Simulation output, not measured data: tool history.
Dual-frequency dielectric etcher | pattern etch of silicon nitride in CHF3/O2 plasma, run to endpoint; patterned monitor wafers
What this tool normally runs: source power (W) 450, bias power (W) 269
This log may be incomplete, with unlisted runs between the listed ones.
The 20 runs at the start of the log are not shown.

run	hour	source power (W)	bias power (W)	wafers since the last listed run	hours since the last wet clean	hours since the last source power generator calibration	hours since the last bias power generator calibration	hours since the last upper electrode change	incoming incoming film thickness, nm	endpoint time (s)
# hour 669.3: upper electrode replaced
21	669.8	510	301	117	156.2	117.9	2550.6	0.5	85.1	48.5
22	682.9	530	213	147	169.3	131	2563.7	13.6	85.4	55.6
23	709.7	380	269	301	196.1	157.8	2590.5	40.4	84.4	60.8
# hour 725.3: bias power generator calibrated
24	739	400	209	285	225.4	187.1	13.7	69.7	84.7	65.8
25	759.1	550	324	226	245.5	207.2	33.8	89.8	85	45.6
26	786	380	311	303	272.4	234.1	60.7	116.7	85.6	58.2
27	816.3	490	312	341	302.7	264.4	91	147	85.3	49.7
28	874.9	450	269	660	361.3	323	149.6	205.6	84.5	55.3
29	891.6	520	269	188	378	339.7	166.3	222.3	84.8	51
30	912.2	520	292	232	398.6	360.3	186.9	242.9	85.7	49.6
# hour 936.8: wet clean of the chamber
31	937.3	450	230	12	0.5	385.4	212	268	86.2	58.7
32	952.6	450	230	172	15.8	400.7	227.3	283.3	85.3	59
33	982.7	510	249	339	45.9	430.8	257.4	313.4	84.8	52.8

What if the next run were any one of these 3? Each begins from the tool's condition after run 33:
A	983.1	410	269	4	46.3	431.2	257.8	313.8	85.3	?
B	983.1	400	219	4	46.3	431.2	257.8	313.8	85.3	?
C	983.1	400	269	4	46.3	431.2	257.8	313.8	85.3	?

run	endpoint time (s)
A	58.2
B	64.8
C	59.2
What these runs would have given with no unlogged condition in the tool:
run	endpoint time (s)
A	57.6
B	64
C	58.5
